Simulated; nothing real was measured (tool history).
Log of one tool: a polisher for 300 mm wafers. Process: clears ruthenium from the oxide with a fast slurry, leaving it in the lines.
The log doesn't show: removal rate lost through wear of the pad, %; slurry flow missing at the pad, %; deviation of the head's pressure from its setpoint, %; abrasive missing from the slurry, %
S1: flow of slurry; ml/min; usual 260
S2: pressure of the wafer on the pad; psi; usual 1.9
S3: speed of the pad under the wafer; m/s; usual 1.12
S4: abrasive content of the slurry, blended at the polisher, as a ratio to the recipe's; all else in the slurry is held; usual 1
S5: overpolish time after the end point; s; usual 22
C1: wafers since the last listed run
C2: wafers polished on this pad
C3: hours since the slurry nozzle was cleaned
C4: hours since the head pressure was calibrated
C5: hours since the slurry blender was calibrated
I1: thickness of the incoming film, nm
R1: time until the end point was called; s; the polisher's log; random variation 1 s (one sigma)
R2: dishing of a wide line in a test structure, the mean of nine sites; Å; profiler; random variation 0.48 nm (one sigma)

Run 1, day 0: usual settings; C1 0; C2 5989; C3 123.3; C4 241.7; C5 209.2; I1 169.1. Result: R1 64.1 s, R2 367 Å.
Run 2, day 3.454: usual settings; C1 1140; C2 7129; C3 206.2; C4 324.6; C5 292.1; I1 170.6. Result: R1 64.5 s, R2 366 Å.
Run 3, day 7.15: usual settings but S5 19 s; C1 1220; C2 8350; C3 294.9; C4 413.3; C5 380.8; I1 168.8. Result: R1 65.9 s, R2 328 Å.
At day 9.917: worn pad replaced by a new one.
Run 4, day 11.067: usual settings but S5 19 s; C1 1238; C2 379; C3 388.9; C4 507.3; C5 474.8; I1 169.6. Result: R1 65.6 s, R2 324 Å.
At day 12.429: head pressure recalibrated.
Run 5, day 15.1: usual settings but S5 19 s; C1 1304; C2 1684; C3 485.7; C4 64.1; C5 571.6; I1 171.1. Result: R1 64.1 s, R2 318 Å.
At day 16.025: slurry nozzle cleaned.
Run 6, day 18.017: usual settings; C1 949; C2 2633; C3 47.8; C4 134.1; C5 641.6; I1 169. Result: R1 66.6 s, R2 355 Å.
At day 18.808: slurry blender recalibrated.
Run 7, day 22.075: usual settings but S1 205 ml/min; C1 1312; C2 3946; C3 145.2; C4 231.5; C5 78.4; I1 169.3. Result: R1 63.2 s, R2 378 Å.
Run 8, day 23.692: usual settings but S1 225 ml/min, S2 1.4 psi, S3 0.74 m/s, S5 11 s; C1 533; C2 4479; C3 184; C4 270.3; C5 117.2; I1 171.6. Result: R1 128.5 s, R2 117 Å.
Run 9, day 28.025: usual settings but S4 1.2; C1 1430; C2 5910; C3 288; C4 374.3; C5 221.2; I1 170.6. Result: R1 60.4 s, R2 376 Å.
Run 10, day 29.704: usual settings; C1 554; C2 6465; C3 328.3; C4 414.6; C5 261.5; I1 168.3. Result: R1 63 s, R2 357 Å.
At day 31: worn pad replaced by a new one.
Run 11, day 32.333: usual settings but S1 230 ml/min; C1 813; C2 440; C3 391.4; C4 477.7; C5 324.6; I1 171.2. Result: R1 66.5 s, R2 361 Å.
Run 12, day 34.562: usual settings; C1 736; C2 1176; C3 444.9; C4 531.2; C5 378.1; I1 170.2. Result: R1 68.7 s, R2 357 Å.
At day 36.008: head pressure recalibrated.
Run 13, day 36.754: usual settings but S2 1.4 psi, S3 1.34 m/s, S4 0.8; C1 696; C2 1872; C3 497.5; C4 17.9; C5 430.7; I1 169.4. Result: R1 78.6 s, R2 318 Å.
At day 37.9: slurry nozzle cleaned.
Run 14, day 40.638: usual settings; C1 1268; C2 3141; C3 65.7; C4 111.1; C5 523.9; I1 170.4. Result: R1 66.7 s, R2 351 Å.
Run 15, day 43.696: usual settings but S2 2.4 psi, S3 1.42 m/s, S5 15 s; C1 1009; C2 4151; C3 139.1; C4 184.5; C5 597.3; I1 169.5. Result: R1 44.3 s, R2 375 Å.
Run 16, day 45.504: usual settings but S1 230 ml/min; C1 597; C2 4748; C3 182.5; C4 227.9; C5 640.7; I1 167.5. Result: R1 68.1 s, R2 348 Å.
At day 45.917: slurry blender recalibrated.
Run 17, day 48.475: usual settings but S5 15 s; C1 953; C2 5701; C3 253.8; C4 299.2; C5 61.4; I1 166.9. Result: R1 58.8 s, R2 293 Å.
Run 18, day 52.412: usual settings but S2 2.4 psi, S4 0.7, S5 13 s; C1 1300; C2 7001; C3 348.3; C4 393.7; C5 155.9; I1 171.1. Result: R1 58.1 s, R2 273 Å.
Run 19, day 54.862: usual settings but S1 225 ml/min, S5 17 s; C1 809; C2 7810; C3 407.1; C4 452.5; C5 214.7; I1 170.3. Result: R1 65.1 s, R2 305 Å.
Run 20, day 57.321: usual settings; C1 811; C2 8622; C3 466.1; C4 511.5; C5 273.7; I1 168.9. Result: R1 67.3 s, R2 366 Å.
At day 58.7: worn pad replaced by a new one.
At day 60.45: slurry nozzle cleaned.
Run 21, day 61.767: usual settings but S1 205 ml/min, S5 30 s; C1 1399; C2 999; C3 31.6; C4 618.2; C5 380.4; I1 169.8. Result: R1 68.3 s, R2 435 Å.

The next listed run, before its measurement:
At day 64.004: head pressure recalibrated.
Run 22, day 64.258: usual settings but S3 0.9 m/s, S4 1.1; C1 795; C2 1794; C3 91.4; C4 6.1; C5 440.2; I1 168.8. Result: R1 ?, R2 ?.

{"run 22": {"R1": 77.4, "R2": 313}}
Without the tool's hidden state the same run would have given R1 67.7 s, R2 345 Å.
